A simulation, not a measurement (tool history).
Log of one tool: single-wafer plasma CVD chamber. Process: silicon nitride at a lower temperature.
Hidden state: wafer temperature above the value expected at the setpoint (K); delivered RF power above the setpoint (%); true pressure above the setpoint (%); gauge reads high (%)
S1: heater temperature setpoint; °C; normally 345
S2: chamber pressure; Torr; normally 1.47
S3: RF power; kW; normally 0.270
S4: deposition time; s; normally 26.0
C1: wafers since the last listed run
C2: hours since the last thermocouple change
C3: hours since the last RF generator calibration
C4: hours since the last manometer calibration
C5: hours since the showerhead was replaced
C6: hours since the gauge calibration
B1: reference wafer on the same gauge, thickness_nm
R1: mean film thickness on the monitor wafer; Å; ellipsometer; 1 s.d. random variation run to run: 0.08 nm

run 1 hour=0.0 | S1=345 S2=1.47 S3=0.270 S4=26.0 | C1=0 C2=177.8 C3=202.5 C4=1401.4 C5=31.7 C6=1552.8 | B1=25.759 | R1=292.98
run 2 hour=46.5 | S1=345 S2=1.47 S3=0.270 S4=26.0 | C1=762 C2=224.3 C3=249.0 C4=1447.9 C5=78.2 C6=1599.3 | B1=25.820 | R1=293.27
run 3 hour=99.2 | S1=345 S2=1.47 S3=0.270 S4=26.0 | C1=864 C2=277.0 C3=301.7 C4=1500.6 C5=130.9 C6=1652.0 | B1=25.782 | R1=292.83
run 4 hour=169.1 | S1=345 S2=1.47 S3=0.270 S4=26.0 | C1=1146 C2=346.9 C3=371.6 C4=1570.5 C5=200.8 C6=1721.9 | B1=25.784 | R1=293.43
-- hour=239.1 capacitance manometer re-zeroed and calibrated
run 5 hour=359.3 | S1=345 S2=1.47 S3=0.270 S4=26.0 | C1=2989 C2=537.1 C3=561.8 C4=120.2 C5=391.0 C6=1912.1 | B1=25.802 | R1=297.56
run 6 hour=404.7 | S1=345 S2=1.47 S3=0.270 S4=26.0 | C1=744 C2=582.5 C3=607.2 C4=165.6 C5=436.4 C6=1957.5 | B1=25.788 | R1=296.49
run 7 hour=480.7 | S1=345 S2=1.47 S3=0.270 S4=26.0 | C1=1246 C2=658.5 C3=683.2 C4=241.6 C5=512.4 C6=2033.5 | B1=25.810 | R1=296.90
run 8 hour=581.7 | S1=345 S2=1.47 S3=0.270 S4=26.0 | C1=1656 C2=759.5 C3=784.2 C4=342.6 C5=613.4 C6=2134.5 | B1=25.787 | R1=299.10
run 9 hour=627.6 | S1=345 S2=1.47 S3=0.295 S4=30.4 | C1=753 C2=805.4 C3=830.1 C4=388.5 C5=659.3 C6=2180.4 | B1=25.799 | R1=360.26
run 10 hour=673.3 | S1=345 S2=1.16 S3=0.270 S4=23.3 | C1=749 C2=851.1 C3=875.8 C4=434.2 C5=705.0 C6=2226.1 | B1=25.816 | R1=244.33
run 11 hour=721.5 | S1=345 S2=1.17 S3=0.270 S4=23.7 | C1=790 C2=899.3 C3=924.0 C4=482.4 C5=753.2 C6=2274.3 | B1=25.791 | R1=248.63
run 12 hour=794.5 | S1=345 S2=1.67 S3=0.270 S4=22.5 | C1=1197 C2=972.3 C3=997.0 C4=555.4 C5=826.2 C6=2347.3 | B1=25.754 | R1=271.03
run 13 hour=880.6 | S1=356 S2=1.47 S3=0.235 S4=28.4 | C1=1412 C2=1058.4 C3=1083.1 C4=641.5 C5=912.3 C6=2433.4 | B1=25.820 | R1=308.02
-- hour=941.3 gauge calibrated
run 14 hour=958.9 | S1=345 S2=1.47 S3=0.270 S4=26.0 | C1=1284 C2=1136.7 C3=1161.4 C4=719.8 C5=990.6 C6=17.6 | B1=25.790 | R1=299.05
-- hour=998.6 capacitance manometer re-zeroed and calibrated, repeated, since the last time left the tool worse
run 15 hour=1058.9 | S1=335 S2=1.61 S3=0.225 S4=21.1 | C1=1509 C2=1236.7 C3=1261.4 C4=60.3 C5=1090.6 C6=117.6 | B1=25.769 | R1=226.11
-- hour=1138.2 thermocouple changed; heater temperature recalibrated
run 16 hour=1165.4 | S1=345 S2=1.14 S3=0.270 S4=26.0 | C1=1615 C2=27.2 C3=1367.9 C4=166.8 C5=1197.1 C6=224.1 | B1=25.841 | R1=261.15
run 17 hour=1206.6 | S1=332 S2=1.15 S3=0.270 S4=29.0 | C1=675 C2=68.4 C3=1409.1 C4=208.0 C5=1238.3 C6=265.3 | B1=25.812 | R1=293.09
run 18 hour=1277.2 | S1=345 S2=1.47 S3=0.270 S4=26.0 | C1=1158 C2=139.0 C3=1479.7 C4=278.6 C5=1308.9 C6=335.9 | B1=25.794 | R1=289.43
run 19 hour=1380.1 | S1=345 S2=1.47 S3=0.270 S4=26.0 | C1=1688 C2=241.9 C3=1582.6 C4=381.5 C5=1411.8 C6=438.8 | B1=25.805 | R1=288.21
run 20 hour=1442.6 | S1=345 S2=1.47 S3=0.305 S4=23.4 | C1=1025 C2=304.4 C3=1645.1 C4=444.0 C5=1474.3 C6=501.3 | B1=25.798 | R1=274.81
run 21 hour=1526.1 | S1=345 S2=1.15 S3=0.270 S4=26.0 | C1=1369 C2=387.9 C3=1728.6 C4=527.5 C5=1557.8 C6=584.8 | B1=25.807 | R1=261.73
run 22 hour=1564.7 | S1=349 S2=1.28 S3=0.315 S4=30.4 | C1=633 C2=426.5 C3=1767.2 C4=566.1 C5=1596.4 C6=623.4 | B1=25.813 | R1=342.55
run 23 hour=1659.6 | S1=345 S2=1.73 S3=0.270 S4=22.0 | C1=1556 C2=521.4 C3=1862.1 C4=661.0 C5=1691.3 C6=718.3 | B1=25.789 | R1=258.87
run 24 hour=1739.5 | S1=355 S2=1.22 S3=0.245 S4=22.3 | C1=1310 C2=601.3 C3=1942.0 C4=740.9 C5=1771.2 C6=798.2 | B1=25.778 | R1=221.99
run 25 hour=1777.0 | S1=345 S2=1.47 S3=0.290 S4=26.0 | C1=615 C2=638.8 C3=1979.5 C4=778.4 C5=1808.7 C6=835.7 | B1=25.808 | R1=300.06
run 26 hour=1853.9 | S1=360 S2=1.68 S3=0.295 S4=27.5 | C1=1261 C2=715.7 C3=2056.4 C4=855.3 C5=1885.6 C6=912.6 | B1=25.772 | R1=331.36
-- hour=2016.7 RF generator calibrated
run 27 hour=2131.9 | S1=345 S2=1.35 S3=0.270 S4=26.0 | C1=4429 C2=993.7 C3=115.2 C4=1133.3 C5=2163.6 C6=1190.6 | B1=25.809 | R1=281.66
run 28 hour=2234.0 | S1=345 S2=1.47 S3=0.270 S4=26.0 | C1=1675 C2=1095.8 C3=217.3 C4=1235.4 C5=2265.7 C6=1292.7 | B1=25.812 | R1=291.17
run 29 hour=2298.4 | S1=345 S2=1.47 S3=0.270 S4=26.0 | C1=1056 C2=1160.2 C3=281.7 C4=1299.8 C5=2330.1 C6=1357.1 | B1=25.799 | R1=292.59

Below are 3 alternative next runs, each starting from the tool's condition after run 29. Predict each:
run A hour=2298.8 | S1=349 S2=1.47 S3=0.270 S4=26.0 | C1=6 C2=1160.6 C3=282.1 C4=1300.2 C5=2330.5 C6=1357.5 | B1=? | R1=?
run B hour=2298.8 | S1=340 S2=1.47 S3=0.270 S4=26.0 | C1=6 C2=1160.6 C3=282.1 C4=1300.2 C5=2330.5 C6=1357.5 | B1=? | R1=?
run C hour=2298.8 | S1=345 S2=1.47 S3=0.270 S4=30.9 | C1=6 C2=1160.6 C3=282.1 C4=1300.2 C5=2330.5 C6=1357.5 | B1=? | R1=?

run=A B1=25.798 R1=292.32
run=B B1=25.798 R1=293.43
run=C B1=25.798 R1=347.86
With the hidden condition removed and each run's random variation left untouched, the same runs would have given:
run=A R1=288.90
run=B R1=290.00
run=C R1=343.79
